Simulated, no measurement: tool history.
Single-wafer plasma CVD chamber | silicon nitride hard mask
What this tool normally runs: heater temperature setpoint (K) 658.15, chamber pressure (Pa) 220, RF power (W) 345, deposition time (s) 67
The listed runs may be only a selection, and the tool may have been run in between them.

| run | hour | heater temperature setpoint (K) | chamber pressure (Pa) | RF power (W) | deposition time (s) | wafers since the last listed run | hours since the last thermocouple change | hours since the last RF generator calibration | hours since the last manometer calibration | hours since the showerhead was replaced | hours since the gauge calibration | read-back reference wafer on the same gauge, thickness_nm | mean film thickness on the monitor wafer (angstrom) |
|---|---|---|---|---|---|---|---|---|---|---|---|---|---|
| 1 | 0 | 658.15 | 220 | 345 | 67 | 0 | 1975.4 | 1901.5 | 2698 | 7464 | 631 | 69.769 | 821.65 |
| 2 | 14.5 | 658.15 | 220 | 345 | 67 | 214 | 1989.9 | 1916 | 2712.5 | 7478.5 | 645.5 | 69.871 | 822.51 |
|  | 23.4 | thermocouple changed; heater temperature recalibrated |
| 3 | 37.7 | 658.15 | 220 | 345 | 67 | 224 | 14.3 | 1939.2 | 2735.7 | 7501.7 | 668.7 | 69.848 | 824.49 |
| 4 | 50.2 | 658.15 | 220 | 345 | 67 | 184 | 26.8 | 1951.7 | 2748.2 | 7514.2 | 681.2 | 69.866 | 820.73 |
| 5 | 85 | 663.15 | 220 | 345 | 67 | 513 | 61.6 | 1986.5 | 2783 | 7549 | 716 | 69.713 | 818.96 |
| 6 | 110.1 | 663.15 | 220 | 345 | 67 | 370 | 86.7 | 2011.6 | 2808.1 | 7574.1 | 741.1 | 69.767 | 819.01 |
| 7 | 144.9 | 663.15 | 220 | 345 | 67 | 513 | 121.5 | 2046.4 | 2842.9 | 7608.9 | 775.9 | 69.933 | 827.15 |
| 8 | 179.4 | 658.15 | 220 | 345 | 67 | 509 | 156 | 2080.9 | 2877.4 | 7643.4 | 810.4 | 69.72 | 823.33 |
| 9 | 200 | 666.15 | 220 | 345 | 72.9 | 304 | 176.6 | 2101.5 | 2898 | 7664 | 831 | 69.802 | 882.35 |
| 10 | 219.8 | 658.15 | 199 | 305 | 78 | 292 | 196.4 | 2121.3 | 2917.8 | 7683.8 | 850.8 | 69.818 | 828.68 |
| 11 | 244.7 | 658.15 | 220 | 345 | 67 | 367 | 221.3 | 2146.2 | 2942.7 | 7708.7 | 875.7 | 69.732 | 826.46 |
| 12 | 278.4 | 658.15 | 220 | 290 | 67 | 497 | 255 | 2179.9 | 2976.4 | 7742.4 | 909.4 | 69.705 | 707.04 |
| 13 | 290.7 | 658.15 | 220 | 345 | 67 | 181 | 267.3 | 2192.2 | 2988.7 | 7754.7 | 921.7 | 69.842 | 827.63 |
|  | 327.1 | capacitance manometer re-zeroed and calibrated |
|  | 332 | showerhead replaced |
| 14 | 332.5 | 658.15 | 220 | 345 | 67 | 426 | 309.1 | 2234 | 5.4 | 0.5 | 963.5 | 69.721 | 823.71 |
|  | 333.9 | gauge calibrated |
| 15 | 335.3 | 667.15 | 220 | 280 | 67 | 41 | 311.9 | 2236.8 | 8.2 | 3.3 | 1.4 | 69.765 | 682.19 |
| 16 | 351.3 | 670.15 | 220 | 395 | 78.9 | 236 | 327.9 | 2252.8 | 24.2 | 19.3 | 17.4 | 69.79 | 1064.41 |
|  | 368 | RF generator calibrated |
| 17 | 368.5 | 673.15 | 192 | 290 | 62.5 | 135 | 345.1 | 0.5 | 41.4 | 36.5 | 34.6 | 69.842 | 627.26 |
| 18 | 389.5 | 658.15 | 269 | 345 | 67 | 310 | 366.1 | 21.5 | 62.4 | 57.5 | 55.6 | 69.771 | 883.27 |
| 19 | 406.7 | 658.15 | 244 | 370 | 75.3 | 253 | 383.3 | 38.7 | 79.6 | 74.7 | 72.8 | 69.723 | 1013.54 |
| 20 | 424.7 | 658.15 | 220 | 345 | 67 | 265 | 401.3 | 56.7 | 97.6 | 92.7 | 90.8 | 69.763 | 817.93 |
| 21 | 489.9 | 673.15 | 192 | 290 | 62.5 | 962 | 466.5 | 121.9 | 162.8 | 157.9 | 156 | 69.854 | 622.59 |
| 22 | 518.9 | 658.15 | 220 | 295 | 72.9 | 428 | 495.5 | 150.9 | 191.8 | 186.9 | 185 | 69.784 | 785.06 |
| 23 | 538.8 | 658.15 | 176 | 310 | 57.4 | 293 | 515.4 | 170.8 | 211.7 | 206.8 | 204.9 | 69.736 | 591.26 |
| 24 | 609.6 | 658.15 | 220 | 385 | 75.9 | 1045 | 586.2 | 241.6 | 282.5 | 277.6 | 275.7 | 69.772 | 1014.38 |
| 25 | 630.8 | 643.15 | 220 | 345 | 67 | 312 | 607.4 | 262.8 | 303.7 | 298.8 | 296.9 | 69.876 | 823.22 |
| 26 | 688.4 | 658.15 | 220 | 345 | 67 | 850 | 665 | 320.4 | 361.3 | 356.4 | 354.5 | 69.732 | 820.6 |
| 27 | 721.9 | 658.15 | 220 | 345 | 67 | 494 | 698.5 | 353.9 | 394.8 | 389.9 | 388 | 69.846 | 816.24 |
| 28 | 742.3 | 658.15 | 220 | 380 | 67 | 301 | 718.9 | 374.3 | 415.2 | 410.3 | 408.4 | 69.744 | 885.58 |
| 29 | 758.2 | 658.15 | 236 | 405 | 56.2 | 234 | 734.8 | 390.2 | 431.1 | 426.2 | 424.3 | 69.743 | 790.67 |
| 30 | 781.6 | 658.15 | 268 | 345 | 56.1 | 345 | 758.2 | 413.6 | 454.5 | 449.6 | 447.7 | 69.726 | 739.61 |

Branching from run 30: 3 alternative next runs. What would each branch give?
| A | 782 | 658.15 | 261 | 345 | 67 | 5 | 758.6 | 414 | 454.9 | 450 | 448.1 | ? | ? |
| B | 782 | 658.15 | 220 | 395 | 72.5 | 5 | 758.6 | 414 | 454.9 | 450 | 448.1 | ? | ? |
| C | 782 | 658.15 | 252 | 345 | 62.1 | 5 | 758.6 | 414 | 454.9 | 450 | 448.1 | ? | ? |

| run | read-back reference wafer on the same gauge, thickness_nm | mean film thickness on the monitor wafer (angstrom) |
|---|---|---|
| A | 69.875 | 870.77 |
| B | 69.875 | 988.46 |
| C | 69.875 | 798.13 |
Without the tool's hidden state the same runs would have given:
| run | mean film thickness on the monitor wafer (angstrom) |
|---|---|
| A | 870.77 |
| B | 988.46 |
| C | 798.13 |

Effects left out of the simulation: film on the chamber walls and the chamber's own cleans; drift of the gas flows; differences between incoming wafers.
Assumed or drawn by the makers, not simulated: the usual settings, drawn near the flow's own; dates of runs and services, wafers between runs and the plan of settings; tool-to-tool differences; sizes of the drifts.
